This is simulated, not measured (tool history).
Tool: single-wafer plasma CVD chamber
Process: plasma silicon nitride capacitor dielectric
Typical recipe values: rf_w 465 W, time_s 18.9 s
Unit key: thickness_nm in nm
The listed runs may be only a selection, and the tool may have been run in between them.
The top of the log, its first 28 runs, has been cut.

run	day	rf_w	time_s	wafers since the last listed run	hours since the last RF generator calibration	hours since the showerhead was replaced	hours since the gauge calibration	read-back reference wafer on the same gauge, thickness_nm	thickness_nm
29	104.125	500	15.5	2728	1694.1	502.6	1737.1	27.725	21.672
# day 106.554: RF generator calibrated
30	107.888	395	18.9	2702	32	592.9	1827.4	27.725	24.944
31	111.821	465	18.9	3099	126.4	687.3	1921.8	27.853	26.612
32	115.362	410	16.6	2791	211.4	772.3	2006.8	27.778	22.389
33	118.292	465	18.9	2308	281.7	842.6	2077.1	27.83	26.497
34	122.525	550	17.2	3336	383.3	944.2	2178.7	27.785	25.624
35	125.333	465	18.9	2213	450.7	1011.6	2246.1	27.786	26.526
36	128.438	535	21	2446	525.2	1086.1	2320.6	27.783	31.047
37	130.262	555	15.5	1438	569	1129.9	2364.4	27.859	23.019
38	132.038	405	18.9	1398	611.6	1172.5	2407	27.803	25.18
39	134.817	465	18.9	2190	678.3	1239.2	2473.7	27.777	26.003
40	138.154	390	22	2630	758.4	1319.3	2553.8	27.796	28.788
41	142.217	375	18.9	3201	855.9	1416.8	2651.3	27.768	24.21
42	143.954	430	18.9	1369	897.6	1458.5	2693	27.854	25.425
43	148.038	465	18.9	3218	995.6	1556.5	2791	27.793	26.351
44	151.85	465	18.9	3004	1087.1	1648	2882.5	27.817	26.11

Branching from run 44: 4 alternative next runs. What would each branch give?
A	151.867	465	18.9	13	1087.5	1648.4	2882.9	?	?
B	151.867	530	20.5	13	1087.5	1648.4	2882.9	?	?
C	151.867	545	18.9	13	1087.5	1648.4	2882.9	?	?
D	151.867	435	18.9	13	1087.5	1648.4	2882.9	?	?

run	read-back reference wafer on the same gauge, thickness_nm	thickness_nm
A	27.806	26.203
B	27.806	29.822
C	27.806	27.773
D	27.806	25.553
With no hidden state in the tool, these same runs would have given:
run	thickness_nm
A	26.681
B	30.366
C	28.28
D	26.019

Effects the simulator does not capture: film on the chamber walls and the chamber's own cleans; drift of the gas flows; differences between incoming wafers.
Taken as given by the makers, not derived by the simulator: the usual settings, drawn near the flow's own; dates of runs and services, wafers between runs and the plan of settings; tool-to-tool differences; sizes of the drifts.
